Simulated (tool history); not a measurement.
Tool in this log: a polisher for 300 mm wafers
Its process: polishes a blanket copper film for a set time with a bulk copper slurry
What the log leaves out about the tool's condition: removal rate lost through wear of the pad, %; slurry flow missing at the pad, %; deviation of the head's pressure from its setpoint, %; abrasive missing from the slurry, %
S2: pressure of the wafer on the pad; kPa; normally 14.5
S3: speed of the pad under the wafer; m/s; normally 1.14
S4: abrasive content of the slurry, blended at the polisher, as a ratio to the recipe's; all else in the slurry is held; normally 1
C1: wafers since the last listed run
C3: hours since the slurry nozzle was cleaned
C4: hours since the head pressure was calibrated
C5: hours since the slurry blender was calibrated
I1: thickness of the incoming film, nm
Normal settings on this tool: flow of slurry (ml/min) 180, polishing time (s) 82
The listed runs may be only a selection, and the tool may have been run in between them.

Run 1, hour 0: usual settings; C1 0; wafers polished on this pad 575; C3 455.3; C4 33.2; C5 12.8; I1 3313.5. Result: film removed (nm) 605.
Run 2, hour 18.1: usual settings; C1 127; wafers polished on this pad 703; C3 473.4; C4 51.3; C5 30.9; I1 3254.7. Result: film removed (nm) 600.2.
Run 3, hour 45.5: usual settings; C1 193; wafers polished on this pad 897; C3 500.8; C4 78.7; C5 58.3; I1 3354.9. Result: film removed (nm) 616.5.
Run 4, hour 59.3: usual settings; C1 97; wafers polished on this pad 994; C3 514.6; C4 92.5; C5 72.1; I1 3334.8. Result: film removed (nm) 608.4.
Run 5, hour 71.9: usual settings; C1 89; wafers polished on this pad 1083; C3 527.2; C4 105.1; C5 84.7; I1 3292.6. Result: film removed (nm) 610.6.
Run 6, hour 98: usual settings but polishing time (s) 91; C1 184; wafers polished on this pad 1268; C3 553.3; C4 131.2; C5 110.8; I1 3376.1. Result: film removed (nm) 671.7.
At hour 110.2: worn pad replaced by a new one.
At hour 121: slurry blender recalibrated.
Run 7, hour 132.3: usual settings but polishing time (s) 91; C1 199; wafers polished on this pad 142; C3 587.6; C4 165.5; C5 11.3; I1 3331.8. Result: film removed (nm) 685.9.
Run 8, hour 148.3: usual settings but polishing time (s) 76; C1 113; wafers polished on this pad 255; C3 603.6; C4 181.5; C5 27.3; I1 3304.9. Result: film removed (nm) 550.2.
Run 9, hour 163: usual settings but flow of slurry (ml/min) 200, S4 1.1; C1 103; wafers polished on this pad 359; C3 618.3; C4 196.2; C5 42; I1 3338.5. Result: film removed (nm) 627.9.
Run 10, hour 188.8: usual settings; C1 182; wafers polished on this pad 541; C3 644.1; C4 222; C5 67.8; I1 3353.3. Result: film removed (nm) 606.5.
Run 11, hour 222.3: usual settings; C1 236; wafers polished on this pad 778; C3 677.6; C4 255.5; C5 101.3; I1 3351.1. Result: film removed (nm) 589.8.
At hour 237: head pressure recalibrated.
At hour 249.8: slurry blender recalibrated.
Run 12, hour 250.3: usual settings but S2 17.2 kPa; C1 169; wafers polished on this pad 947; C3 705.6; C4 13.3; C5 0.5; I1 3278.3. Result: film removed (nm) 662.7.
At hour 273.3: worn pad replaced by a new one.
Run 13, hour 273.8: usual settings; C1 137; wafers polished on this pad 3; C3 729.1; C4 36.8; C5 24; I1 3375.4. Result: film removed (nm) 591.5.
Run 14, hour 305.1: usual settings; C1 221; wafers polished on this pad 224; C3 760.4; C4 68.1; C5 55.3; I1 3338.5. Result: film removed (nm) 580.8.
Run 15, hour 317.5: usual settings but flow of slurry (ml/min) 145, S2 9.7 kPa; C1 87; wafers polished on this pad 312; C3 772.8; C4 80.5; C5 67.7; I1 3296.8. Result: film removed (nm) 410.1.
Run 16, hour 343: usual settings but flow of slurry (ml/min) 235, S2 17.9 kPa, polishing time (s) 74; C1 180; wafers polished on this pad 492; C3 798.3; C4 106; C5 93.2; I1 3334.8. Result: film removed (nm) 636.1.
Run 17, hour 372.4: usual settings but S2 11 kPa, S4 1.2; C1 207; wafers polished on this pad 700; C3 827.7; C4 135.4; C5 122.6; I1 3370.5. Result: film removed (nm) 496.7.
Run 18, hour 387.2: usual settings; C1 104; wafers polished on this pad 805; C3 842.5; C4 150.2; C5 137.4; I1 3356.6. Result: film removed (nm) 558.
At hour 398.6: slurry blender recalibrated.
Run 19, hour 415.7: usual settings but flow of slurry (ml/min) 215, polishing time (s) 105; C1 187; wafers polished on this pad 992; C3 871; C4 178.7; C5 17.1; I1 3300.1. Result: film removed (nm) 748.2.
At hour 419.2: slurry nozzle cleaned.
Run 20, hour 438.2: usual settings but S3 1.4 m/s, polishing time (s) 109; C1 151; wafers polished on this pad 1144; C3 19; C4 201.2; C5 39.6; I1 3345.2. Result: film removed (nm) 1047.9.
At hour 456.9: worn pad replaced by a new one.
Run 21, hour 466: usual settings but flow of slurry (ml/min) 205, S3 0.98 m/s; C1 168; wafers polished on this pad 64; C3 46.8; C4 229; C5 67.4; I1 3315.3. Result: film removed (nm) 562.
Run 22, hour 492.3: usual settings but flow of slurry (ml/min) 245, S4 1.25; C1 185; wafers polished on this pad 250; C3 73.1; C4 255.3; C5 93.7; I1 3280.6. Result: film removed (nm) 708.4.
At hour 513.5: head pressure recalibrated.
Run 23, hour 527.9: usual settings; C1 237; wafers polished on this pad 487; C3 108.7; C4 14.4; C5 129.3; I1 3306.6. Result: film removed (nm) 644.7.
At hour 559.4: slurry blender recalibrated.
Run 24, hour 611.7: usual settings but S3 1 m/s; C1 577; wafers polished on this pad 1065; C3 192.5; C4 98.2; C5 52.3; I1 3285.1. Result: film removed (nm) 567.1.
At hour 641.2: worn pad replaced by a new one.
Run 25, hour 641.7: usual settings but polishing time (s) 95; C1 183; wafers polished on this pad 3; C3 222.5; C4 128.2; C5 82.3; I1 3288.8. Result: film removed (nm) 742.7.
Run 26, hour 663.7: usual settings but S4 1.15; C1 155; wafers polished on this pad 159; C3 244.5; C4 150.2; C5 104.3; I1 3381.8. Result: film removed (nm) 646.7.
Run 27, hour 691.2: usual settings; C1 194; wafers polished on this pad 353; C3 272; C4 177.7; C5 131.8; I1 3321.7. Result: film removed (nm) 639.
At hour 697.6: slurry blender recalibrated.
Run 28, hour 706.1: usual settings but flow of slurry (ml/min) 130, S2 15.9 kPa; C1 91; wafers polished on this pad 444; C3 286.9; C4 192.6; C5 8.5; I1 3318.6. Result: film removed (nm) 627.2.

What if the next run were any one of these 3? Each begins from the tool's condition after run 28:
Run A, hour 706.6: usual settings; C1 3; wafers polished on this pad 448; C3 287.4; C4 193.1; C5 9; I1 3314.5. Result: film removed (nm) ?.
Run B, hour 706.6: usual settings but flow of slurry (ml/min) 150, S2 11 kPa, S3 1.28 m/s; C1 3; wafers polished on this pad 448; C3 287.4; C4 193.1; C5 9; I1 3314.5. Result: film removed (nm) ?.
Run C, hour 706.6: usual settings but S3 1.26 m/s, S4 1.15; C1 3; wafers polished on this pad 448; C3 287.4; C4 193.1; C5 9; I1 3314.5. Result: film removed (nm) ?.

run  film removed (nm)
  A                627
  B                565
  C              709.7
Without the tool's hidden state the same runs would have given:
run  film removed (nm)
  A              647.2
  B              586.9
  C              732.5
